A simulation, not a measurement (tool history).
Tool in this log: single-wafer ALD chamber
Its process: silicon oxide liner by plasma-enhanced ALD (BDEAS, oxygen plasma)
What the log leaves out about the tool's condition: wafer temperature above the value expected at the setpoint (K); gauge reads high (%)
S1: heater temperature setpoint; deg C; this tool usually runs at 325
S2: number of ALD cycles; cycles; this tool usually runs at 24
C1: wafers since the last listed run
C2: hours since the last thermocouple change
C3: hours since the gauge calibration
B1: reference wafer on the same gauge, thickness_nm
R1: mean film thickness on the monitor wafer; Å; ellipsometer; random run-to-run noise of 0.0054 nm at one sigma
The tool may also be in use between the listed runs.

| run | day | S1 | S2 | C1 | C2 | C3 | B1 | R1 |
|---|---|---|---|---|---|---|---|---|
| 1 | 0 | 325 | 24 | 0 | 1150 | 11.1 | 1.761 | 21.67 |
| 2 | 2.762 | 325 | 24 | 670 | 1216.3 | 77.4 | 1.762 | 21.73 |
| 3 | 4.15 | 325 | 24 | 336 | 1249.6 | 110.7 | 1.758 | 21.65 |
| 4 | 5.783 | 325 | 24 | 396 | 1288.8 | 149.9 | 1.758 | 21.76 |
| 5 | 6.862 | 325 | 24 | 262 | 1314.7 | 175.8 | 1.761 | 21.76 |
| 6 | 8.4 | 325 | 24 | 373 | 1351.6 | 212.7 | 1.759 | 21.81 |
| 7 | 10.025 | 325 | 24 | 394 | 1390.6 | 251.7 | 1.76 | 21.75 |
| 8 | 12.421 | 325 | 24 | 581 | 1448.1 | 309.2 | 1.758 | 21.73 |
|  | 13.046 | thermocouple changed; heater temperature recalibrated |
| 9 | 13.425 | 325 | 24 | 162 | 9.1 | 333.3 | 1.759 | 21.77 |
| 10 | 15.246 | 325 | 24 | 442 | 52.8 | 377 | 1.761 | 21.78 |
| 11 | 16.479 | 317 | 21 | 299 | 82.4 | 406.6 | 1.76 | 19.31 |
| 12 | 18.658 | 318 | 23 | 529 | 134.7 | 458.9 | 1.758 | 21 |
| 13 | 20.804 | 325 | 24 | 521 | 186.2 | 510.4 | 1.76 | 21.79 |
|  | 22.533 | gauge calibrated |
| 14 | 22.842 | 325 | 24 | 494 | 235.1 | 7.4 | 1.76 | 21.84 |
| 15 | 25.738 | 311 | 28 | 703 | 304.6 | 76.9 | 1.761 | 25.81 |
| 16 | 26.962 | 312 | 27 | 297 | 334 | 106.3 | 1.76 | 24.92 |
| 17 | 29.888 | 317 | 27 | 710 | 404.2 | 176.5 | 1.763 | 24.85 |
| 18 | 31.254 | 329 | 27 | 331 | 437 | 209.3 | 1.759 | 24.36 |
| 19 | 33.5 | 335 | 26 | 545 | 490.9 | 263.2 | 1.76 | 23.26 |
| 20 | 34.558 | 319 | 21 | 256 | 516.3 | 288.6 | 1.759 | 19.27 |

Here are 4 independent what-if runs from the current tool condition. What would each one return?
| A | 34.575 | 325 | 24 | 4 | 516.7 | 289 | ? | ? |
| B | 34.575 | 311 | 24 | 4 | 516.7 | 289 | ? | ? |
| C | 34.575 | 335 | 24 | 4 | 516.7 | 289 | ? | ? |
| D | 34.575 | 332 | 22 | 4 | 516.7 | 289 | ? | ? |

| run | B1 | R1 |
|---|---|---|
| A | 1.76 | 21.67 |
| B | 1.76 | 22.11 |
| C | 1.76 | 21.36 |
| D | 1.76 | 19.67 |
Without the tool's unlogged condition, the same runs would have read:
| run | R1 |
|---|---|
| A | 21.67 |
| B | 22.11 |
| C | 21.36 |
| D | 19.67 |
